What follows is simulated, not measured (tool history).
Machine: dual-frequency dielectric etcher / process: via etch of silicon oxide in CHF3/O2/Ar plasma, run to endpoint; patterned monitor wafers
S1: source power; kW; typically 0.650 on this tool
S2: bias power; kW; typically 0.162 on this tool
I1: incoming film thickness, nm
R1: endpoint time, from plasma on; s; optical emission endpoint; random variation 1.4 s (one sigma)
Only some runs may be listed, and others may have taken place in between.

| run | hour | S1 | S2 | I1 | R1 |
|---|---|---|---|---|---|
| 1 | 0.0 | 0.650 | 0.162 | 727.0 | 357.7 |
| 2 | 48.8 | 0.650 | 0.162 | 722.4 | 358.3 |
| 3 | 106.6 | 0.650 | 0.162 | 724.4 | 357.3 |
| 4 | 323.3 | 0.560 | 0.148 | 714.2 | 396.9 |
| 5 | 425.2 | 0.560 | 0.148 | 722.5 | 400.7 |
|  | 459.6 | wet clean of the chamber |
| 6 | 494.2 | 0.560 | 0.148 | 726.6 | 409.6 |
| 7 | 555.1 | 0.650 | 0.162 | 731.3 | 360.3 |
| 8 | 618.6 | 0.650 | 0.162 | 720.5 | 354.8 |
| 9 | 670.5 | 0.650 | 0.162 | 722.4 | 356.9 |
| 10 | 740.5 | 0.650 | 0.162 | 728.1 | 359.4 |
|  | 895.9 | wet clean of the chamber |
| 11 | 904.6 | 0.650 | 0.162 | 723.2 | 358.1 |
| 12 | 964.6 | 0.650 | 0.162 | 727.3 | 361.8 |
| 13 | 1002.1 | 0.650 | 0.135 | 722.0 | 389.9 |
| 14 | 1040.8 | 0.730 | 0.146 | 724.5 | 349.4 |
| 15 | 1077.5 | 0.650 | 0.162 | 724.2 | 357.7 |
| 16 | 1183.2 | 0.760 | 0.179 | 729.6 | 311.6 |
|  | 1230.0 | bias power generator calibrated |
|  | 1234.0 | upper electrode replaced |
| 17 | 1270.3 | 0.740 | 0.162 | 725.2 | 328.0 |
|  | 1281.6 | source power generator calibrated |
| 18 | 1313.3 | 0.650 | 0.145 | 721.7 | 370.6 |
|  | 1366.9 | wet clean of the chamber |
| 19 | 1403.9 | 0.550 | 0.162 | 724.2 | 395.4 |
| 20 | 1490.0 | 0.580 | 0.200 | 725.0 | 346.9 |
| 21 | 1549.9 | 0.650 | 0.129 | 726.4 | 398.2 |
| 22 | 1834.6 | 0.750 | 0.126 | 721.7 | 366.1 |
|  | 1915.1 | wet clean of the chamber |
| 23 | 2122.6 | 0.730 | 0.162 | 720.2 | 330.5 |

The next listed run, before its measurement:
| 24 | 2180.6 | 0.590 | 0.199 | 732.3 | ? |

R1: 344.7 s
The same run, on a tool lacking any hidden state, would have yielded R1 349.2 s.
